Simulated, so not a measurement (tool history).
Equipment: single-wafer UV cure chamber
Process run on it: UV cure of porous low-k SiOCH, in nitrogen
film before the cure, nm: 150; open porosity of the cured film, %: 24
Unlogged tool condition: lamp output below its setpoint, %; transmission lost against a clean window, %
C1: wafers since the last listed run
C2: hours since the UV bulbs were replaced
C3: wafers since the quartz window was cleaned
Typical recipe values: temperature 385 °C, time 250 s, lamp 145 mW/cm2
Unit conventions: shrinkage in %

run 1 day=0.000 | temperature=385 time=250 lamp=145 | C1=0 C2=527.3 C3=4265 | shrinkage=14.778
-- day=3.125 quartz window cleaned
run 2 day=3.146 | temperature=385 time=250 lamp=145 | C1=446 C2=602.8 C3=3 | shrinkage=14.941
run 3 day=5.292 | temperature=385 time=250 lamp=145 | C1=340 C2=654.3 C3=343 | shrinkage=14.300
run 4 day=9.167 | temperature=385 time=250 lamp=145 | C1=614 C2=747.3 C3=958 | shrinkage=14.336
run 5 day=13.496 | temperature=385 time=250 lamp=145 | C1=686 C2=851.2 C3=1644 | shrinkage=14.319
run 6 day=17.958 | temperature=397 time=250 lamp=145 | C1=707 C2=958.3 C3=2352 | shrinkage=14.358
run 7 day=20.600 | temperature=397 time=250 lamp=145 | C1=418 C2=1021.7 C3=2771 | shrinkage=14.754
run 8 day=24.171 | temperature=397 time=250 lamp=145 | C1=566 C2=1107.4 C3=3337 | shrinkage=14.723
-- day=26.775 UV bulbs replaced
run 9 day=27.725 | temperature=385 time=190 lamp=124 | C1=510 C2=22.8 C3=3848 | shrinkage=14.135
run 10 day=30.112 | temperature=385 time=190 lamp=124 | C1=378 C2=80.1 C3=4227 | shrinkage=14.052
run 11 day=33.812 | temperature=385 time=190 lamp=124 | C1=586 C2=168.9 C3=4813 | shrinkage=13.654
-- day=34.758 quartz window cleaned
run 12 day=36.933 | temperature=401 time=115 lamp=182 | C1=442 C2=243.8 C3=344 | shrinkage=13.157
run 13 day=40.467 | temperature=394 time=375 lamp=115 | C1=560 C2=328.6 C3=905 | shrinkage=16.484
run 14 day=43.929 | temperature=397 time=250 lamp=145 | C1=549 C2=411.7 C3=1454 | shrinkage=15.419
run 15 day=47.596 | temperature=385 time=250 lamp=145 | C1=581 C2=499.7 C3=2035 | shrinkage=14.977
run 16 day=51.583 | temperature=375 time=140 lamp=118 | C1=632 C2=595.4 C3=2668 | shrinkage=10.584
run 17 day=55.300 | temperature=404 time=345 lamp=109 | C1=589 C2=684.6 C3=3257 | shrinkage=15.133
run 18 day=58.425 | temperature=395 time=165 lamp=117 | C1=495 C2=759.6 C3=3753 | shrinkage=11.593
-- day=59.583 quartz window cleaned
run 19 day=62.325 | temperature=405 time=180 lamp=145 | C1=565 C2=853.2 C3=434 | shrinkage=13.223
run 20 day=65.775 | temperature=400 time=300 lamp=164 | C1=547 C2=936.0 C3=981 | shrinkage=16.717
run 21 day=69.404 | temperature=385 time=250 lamp=145 | C1=575 C2=1023.1 C3=1557 | shrinkage=14.262
run 22 day=71.342 | temperature=385 time=170 lamp=145 | C1=307 C2=1069.6 C3=1864 | shrinkage=12.531

Each row is a separate what-if for the run after 22, all from the same tool condition, not one after another. Results?
run A day=71.362 | temperature=385 time=250 lamp=129 | C1=3 C2=1070.1 C3=1867 | shrinkage=?
run B day=71.362 | temperature=367 time=195 lamp=145 | C1=3 C2=1070.1 C3=1867 | shrinkage=?
run C day=71.362 | temperature=385 time=305 lamp=145 | C1=3 C2=1070.1 C3=1867 | shrinkage=?
run D day=71.362 | temperature=395 time=375 lamp=180 | C1=3 C2=1070.1 C3=1867 | shrinkage=?
run E day=71.362 | temperature=394 time=395 lamp=130 | C1=3 C2=1070.1 C3=1867 | shrinkage=?

run=A shrinkage=13.928
run=B shrinkage=12.862
run=C shrinkage=15.606
run=D shrinkage=18.128
run=E shrinkage=16.608
Without the tool's unlogged condition, the same runs would have read:
run=A shrinkage=16.137
run=B shrinkage=15.028
run=C shrinkage=17.862
run=D shrinkage=20.408
run=E shrinkage=18.881

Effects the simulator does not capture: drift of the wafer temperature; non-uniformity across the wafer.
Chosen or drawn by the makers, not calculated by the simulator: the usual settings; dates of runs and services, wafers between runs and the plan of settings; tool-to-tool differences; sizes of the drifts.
